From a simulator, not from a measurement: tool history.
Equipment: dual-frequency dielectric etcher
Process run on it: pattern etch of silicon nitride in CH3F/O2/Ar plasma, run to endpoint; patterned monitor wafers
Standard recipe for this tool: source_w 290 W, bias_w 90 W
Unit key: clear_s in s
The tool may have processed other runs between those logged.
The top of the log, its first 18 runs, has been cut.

run	hour	source_w	bias_w	wafers since the last listed run	hours since the last wet clean	hours since the last source power generator calibration	hours since the last bias power generator calibration	hours since the last upper electrode change	incoming incoming film thickness, nm	clear_s
19	1120.9	350	101	376	589.8	423.5	392.7	231.9	60.7	75.5
20	1174.5	250	97	389	643.4	477.1	446.3	285.5	61.2	92.2
# hour 1217.1: wet clean of the chamber
21	1217.6	350	98	138	0.5	520.2	489.4	328.6	61	77.6
22	1264.6	290	71	341	47.5	567.2	536.4	375.6	60.8	102.7
23	1378.7	290	90	829	161.6	681.3	650.5	489.7	61.6	88.9
24	1416.9	270	99	277	199.8	719.5	688.7	527.9	60.8	86.4
25	1447.4	290	90	221	230.3	750	719.2	558.4	61.6	89.9
26	1514.3	290	90	486	297.2	816.9	786.1	625.3	60.4	87.3
27	1555.8	260	109	301	338.7	858.4	827.6	666.8	61.1	83.5
28	1587.7	290	109	231	370.6	890.3	859.5	698.7	61.7	80.9
29	1624.7	290	90	268	407.6	927.3	896.5	735.7	60.6	87
30	1695.4	290	90	513	478.3	998	967.2	806.4	61.2	88.7
31	1734.4	340	99	283	517.3	1037	1006.2	845.4	60.6	76.5
32	1782.5	290	90	349	565.4	1085.1	1054.3	893.5	61.5	88.4
33	1809.4	290	84	195	592.3	1112	1081.2	920.4	60.6	90.7
34	1861.8	240	73	380	644.7	1164.4	1133.6	972.8	60.9	111.1
# hour 1899.2: wet clean of the chamber
35	1925.6	250	96	289	26.4	1228.2	1197.4	1036.6	61.2	91.8

Alternative continuations, all from the tool just after run 35; predict every row:
A	1926	290	90	2	26.8	1228.6	1197.8	1037	60.9	?
B	1926	240	83	2	26.8	1228.6	1197.8	1037	60.9	?
C	1926	330	103	2	26.8	1228.6	1197.8	1037	60.9	?
D	1926	240	75	2	26.8	1228.6	1197.8	1037	60.9	?

run	clear_s
A	87.8
B	101.8
C	76.3
D	108.4
With no hidden state in the tool, these same runs would have given:
run	clear_s
A	89.9
B	104.2
C	78.1
D	111

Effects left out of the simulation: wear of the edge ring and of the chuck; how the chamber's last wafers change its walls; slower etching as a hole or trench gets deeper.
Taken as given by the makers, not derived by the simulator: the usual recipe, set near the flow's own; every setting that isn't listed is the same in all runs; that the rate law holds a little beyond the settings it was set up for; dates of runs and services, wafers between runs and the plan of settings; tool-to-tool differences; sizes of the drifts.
